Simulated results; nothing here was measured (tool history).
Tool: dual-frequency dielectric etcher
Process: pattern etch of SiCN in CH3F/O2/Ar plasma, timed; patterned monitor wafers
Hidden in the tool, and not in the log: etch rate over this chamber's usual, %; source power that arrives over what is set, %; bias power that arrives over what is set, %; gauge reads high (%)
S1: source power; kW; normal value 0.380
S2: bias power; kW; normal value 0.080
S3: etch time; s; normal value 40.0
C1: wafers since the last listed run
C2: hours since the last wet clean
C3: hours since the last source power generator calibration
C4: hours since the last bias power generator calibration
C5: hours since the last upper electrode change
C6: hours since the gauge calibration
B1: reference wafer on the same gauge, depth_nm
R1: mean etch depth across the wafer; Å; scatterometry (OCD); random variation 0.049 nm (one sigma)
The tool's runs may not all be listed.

run 1 hour=0.0 | S1=0.380 S2=0.080 S3=37.5 | C1=0 C2=96.9 C3=2787.9 C4=843.0 C5=3508.7 C6=1168.7 | B1=12.80 | R1=135.6
run 2 hour=51.5 | S1=0.380 S2=0.080 S3=37.5 | C1=499 C2=148.4 C3=2839.4 C4=894.5 C5=3560.2 C6=1220.2 | B1=12.80 | R1=136.7
run 3 hour=103.0 | S1=0.380 S2=0.080 S3=40.0 | C1=499 C2=199.9 C3=2890.9 C4=946.0 C5=3611.7 C6=1271.7 | B1=12.81 | R1=145.9
run 4 hour=143.5 | S1=0.380 S2=0.080 S3=40.0 | C1=392 C2=240.4 C3=2931.4 C4=986.5 C5=3652.2 C6=1312.2 | B1=12.80 | R1=147.3
run 5 hour=181.2 | S1=0.380 S2=0.080 S3=40.0 | C1=365 C2=278.1 C3=2969.1 C4=1024.2 C5=3689.9 C6=1349.9 | B1=12.80 | R1=147.2
run 6 hour=287.8 | S1=0.380 S2=0.080 S3=40.0 | C1=1034 C2=384.7 C3=3075.7 C4=1130.8 C5=3796.5 C6=1456.5 | B1=12.80 | R1=147.9
-- hour=434.5 wet clean of the chamber
run 7 hour=502.1 | S1=0.380 S2=0.080 S3=40.0 | C1=1846 C2=67.6 C3=3290.0 C4=1345.1 C5=4010.8 C6=1670.8 | B1=12.81 | R1=144.0
run 8 hour=557.2 | S1=0.380 S2=0.080 S3=40.0 | C1=534 C2=122.7 C3=3345.1 C4=1400.2 C5=4065.9 C6=1725.9 | B1=12.81 | R1=144.4
-- hour=673.8 gauge calibrated
run 9 hour=756.8 | S1=0.380 S2=0.080 S3=29.0 | C1=1936 C2=322.3 C3=3544.7 C4=1599.8 C5=4265.5 C6=83.0 | B1=12.80 | R1=105.9
run 10 hour=822.7 | S1=0.330 S2=0.061 S3=51.0 | C1=639 C2=388.2 C3=3610.6 C4=1665.7 C5=4331.4 C6=148.9 | B1=12.79 | R1=155.3
run 11 hour=896.0 | S1=0.380 S2=0.080 S3=31.5 | C1=711 C2=461.5 C3=3683.9 C4=1739.0 C5=4404.7 C6=222.2 | B1=12.81 | R1=115.5
run 12 hour=938.2 | S1=0.380 S2=0.080 S3=40.0 | C1=409 C2=503.7 C3=3726.1 C4=1781.2 C5=4446.9 C6=264.4 | B1=12.82 | R1=147.3
-- hour=988.3 wet clean of the chamber
run 13 hour=988.8 | S1=0.450 S2=0.070 S3=33.5 | C1=258 C2=0.5 C3=3776.7 C4=1831.8 C5=4497.5 C6=315.0 | B1=12.78 | R1=118.2
run 14 hour=1033.7 | S1=0.380 S2=0.080 S3=40.0 | C1=435 C2=45.4 C3=3821.6 C4=1876.7 C5=4542.4 C6=359.9 | B1=12.80 | R1=141.1
-- hour=1145.2 bias power generator calibrated
-- hour=1194.2 upper electrode replaced
run 15 hour=1242.7 | S1=0.380 S2=0.080 S3=40.0 | C1=1755 C2=254.4 C3=4030.6 C4=97.5 C5=48.5 C6=568.9 | B1=12.81 | R1=146.6
run 16 hour=1308.1 | S1=0.380 S2=0.067 S3=40.0 | C1=634 C2=319.8 C3=4096.0 C4=162.9 C5=113.9 C6=634.3 | B1=12.79 | R1=135.0
-- hour=1349.4 source power generator calibrated
run 17 hour=1393.5 | S1=0.380 S2=0.080 S3=40.0 | C1=789 C2=405.2 C3=44.1 C4=248.3 C5=199.3 C6=719.7 | B1=12.78 | R1=147.1
run 18 hour=1484.8 | S1=0.380 S2=0.080 S3=51.0 | C1=885 C2=496.5 C3=135.4 C4=339.6 C5=290.6 C6=811.0 | B1=12.82 | R1=188.3
run 19 hour=1562.8 | S1=0.380 S2=0.080 S3=40.0 | C1=756 C2=574.5 C3=213.4 C4=417.6 C5=368.6 C6=889.0 | B1=12.80 | R1=148.7
-- hour=1594.9 wet clean of the chamber
run 20 hour=1610.2 | S1=0.380 S2=0.080 S3=43.5 | C1=226 C2=15.3 C3=260.8 C4=465.0 C5=416.0 C6=936.4 | B1=12.81 | R1=155.4
run 21 hour=1646.6 | S1=0.380 S2=0.080 S3=40.0 | C1=353 C2=51.7 C3=297.2 C4=501.4 C5=452.4 C6=972.8 | B1=12.81 | R1=143.5
run 22 hour=1696.1 | S1=0.300 S2=0.067 S3=50.0 | C1=480 C2=101.2 C3=346.7 C4=550.9 C5=501.9 C6=1022.3 | B1=12.81 | R1=150.3
run 23 hour=1778.1 | S1=0.380 S2=0.074 S3=40.0 | C1=795 C2=183.2 C3=428.7 C4=632.9 C5=583.9 C6=1104.3 | B1=12.79 | R1=137.7
run 24 hour=1825.7 | S1=0.380 S2=0.080 S3=40.0 | C1=461 C2=230.8 C3=476.3 C4=680.5 C5=631.5 C6=1151.9 | B1=12.79 | R1=144.5
run 25 hour=1872.7 | S1=0.380 S2=0.080 S3=52.0 | C1=455 C2=277.8 C3=523.3 C4=727.5 C5=678.5 C6=1198.9 | B1=12.81 | R1=188.1
run 26 hour=1927.9 | S1=0.450 S2=0.080 S3=40.0 | C1=535 C2=333.0 C3=578.5 C4=782.7 C5=733.7 C6=1254.1 | B1=12.78 | R1=153.1
run 27 hour=1966.7 | S1=0.290 S2=0.080 S3=28.5 | C1=376 C2=371.8 C3=617.3 C4=821.5 C5=772.5 C6=1292.9 | B1=12.79 | R1=93.6
run 28 hour=2053.2 | S1=0.460 S2=0.090 S3=40.0 | C1=839 C2=458.3 C3=703.8 C4=908.0 C5=859.0 C6=1379.4 | B1=12.79 | R1=165.8
run 29 hour=2142.0 | S1=0.380 S2=0.080 S3=40.0 | C1=861 C2=547.1 C3=792.6 C4=996.8 C5=947.8 C6=1468.2 | B1=12.81 | R1=146.8

What if the next run were any one of these 5? Each begins from the tool's condition after run 29:
run A hour=2142.4 | S1=0.380 S2=0.080 S3=40.0 | C1=3 C2=547.5 C3=793.0 C4=997.2 C5=948.2 C6=1468.6 | B1=? | R1=?
run B hour=2142.4 | S1=0.380 S2=0.060 S3=43.5 | C1=3 C2=547.5 C3=793.0 C4=997.2 C5=948.2 C6=1468.6 | B1=? | R1=?
run C hour=2142.4 | S1=0.470 S2=0.074 S3=40.0 | C1=3 C2=547.5 C3=793.0 C4=997.2 C5=948.2 C6=1468.6 | B1=? | R1=?
run D hour=2142.4 | S1=0.440 S2=0.080 S3=40.0 | C1=3 C2=547.5 C3=793.0 C4=997.2 C5=948.2 C6=1468.6 | B1=? | R1=?
run E hour=2142.4 | S1=0.350 S2=0.080 S3=52.0 | C1=3 C2=547.5 C3=793.0 C4=997.2 C5=948.2 C6=1468.6 | B1=? | R1=?

run=A B1=12.80 R1=146.6
run=B B1=12.80 R1=138.2
run=C B1=12.80 R1=152.2
run=D B1=12.80 R1=154.4
run=E B1=12.80 R1=185.1
Without the tool's hidden state the same runs would have given:
run=A R1=144.6
run=B R1=136.1
run=C R1=150.1
run=D R1=152.2
run=E R1=182.6
